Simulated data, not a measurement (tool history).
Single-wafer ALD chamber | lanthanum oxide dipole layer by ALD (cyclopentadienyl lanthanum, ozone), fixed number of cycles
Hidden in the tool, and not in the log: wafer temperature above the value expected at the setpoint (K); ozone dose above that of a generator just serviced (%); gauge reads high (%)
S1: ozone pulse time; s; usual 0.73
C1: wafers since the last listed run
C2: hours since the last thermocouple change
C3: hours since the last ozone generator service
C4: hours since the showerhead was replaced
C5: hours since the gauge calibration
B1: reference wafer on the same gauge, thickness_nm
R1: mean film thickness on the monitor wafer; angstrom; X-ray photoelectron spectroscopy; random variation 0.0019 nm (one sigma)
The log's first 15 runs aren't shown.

| run | day | S1 | C1 | C2 | C3 | C4 | C5 | B1 | R1 |
|---|---|---|---|---|---|---|---|---|---|
| 16 | 9.996 | 0.59 | 305 | 1163.6 | 52.3 | 88.4 | 419.2 | 0.416 | 3.12 |
|  | 10.875 | ozone generator serviced, repeated, since the last time left the tool worse |
| 17 | 11.054 | 0.67 | 371 | 1189.0 | 4.3 | 113.8 | 444.6 | 0.416 | 4.05 |
| 18 | 11.458 | 0.46 | 207 | 1198.7 | 14.0 | 123.5 | 454.3 | 0.416 | 3.20 |
| 19 | 13.354 | 0.84 | 972 | 1244.2 | 59.5 | 169.0 | 499.8 | 0.416 | 4.46 |
| 20 | 13.808 | 0.93 | 232 | 1255.1 | 70.4 | 179.9 | 510.7 | 0.416 | 4.66 |
| 21 | 14.475 | 1.01 | 341 | 1271.1 | 86.4 | 195.9 | 526.7 | 0.416 | 4.79 |
| 22 | 15.321 | 0.73 | 433 | 1291.4 | 106.7 | 216.2 | 547.0 | 0.416 | 4.17 |
| 23 | 15.708 | 0.81 | 198 | 1300.7 | 116.0 | 225.5 | 556.3 | 0.416 | 4.35 |
|  | 15.867 | gauge calibrated |
| 24 | 16.400 | 0.49 | 354 | 1317.3 | 132.6 | 242.1 | 12.8 | 0.416 | 3.28 |
| 25 | 16.846 | 0.57 | 228 | 1328.0 | 143.3 | 252.8 | 23.5 | 0.416 | 3.61 |
|  | 17.375 | thermocouple changed; heater temperature recalibrated |
| 26 | 17.517 | 0.73 | 173 | 3.4 | 159.4 | 268.9 | 39.6 | 0.416 | 4.12 |
| 27 | 18.267 | 0.87 | 384 | 21.4 | 177.4 | 286.9 | 57.6 | 0.416 | 4.45 |
| 28 | 19.008 | 0.51 | 380 | 39.2 | 195.2 | 304.7 | 75.4 | 0.416 | 3.37 |

Forecast run 29:
| 29 | 19.479 | 0.85 | 241 | 50.5 | 206.5 | 316.0 | 86.7 | ? | ? |

B1: 0.416
R1: 4.42 angstrom
Without the tool's hidden state the same run would have given R1 4.53 angstrom.

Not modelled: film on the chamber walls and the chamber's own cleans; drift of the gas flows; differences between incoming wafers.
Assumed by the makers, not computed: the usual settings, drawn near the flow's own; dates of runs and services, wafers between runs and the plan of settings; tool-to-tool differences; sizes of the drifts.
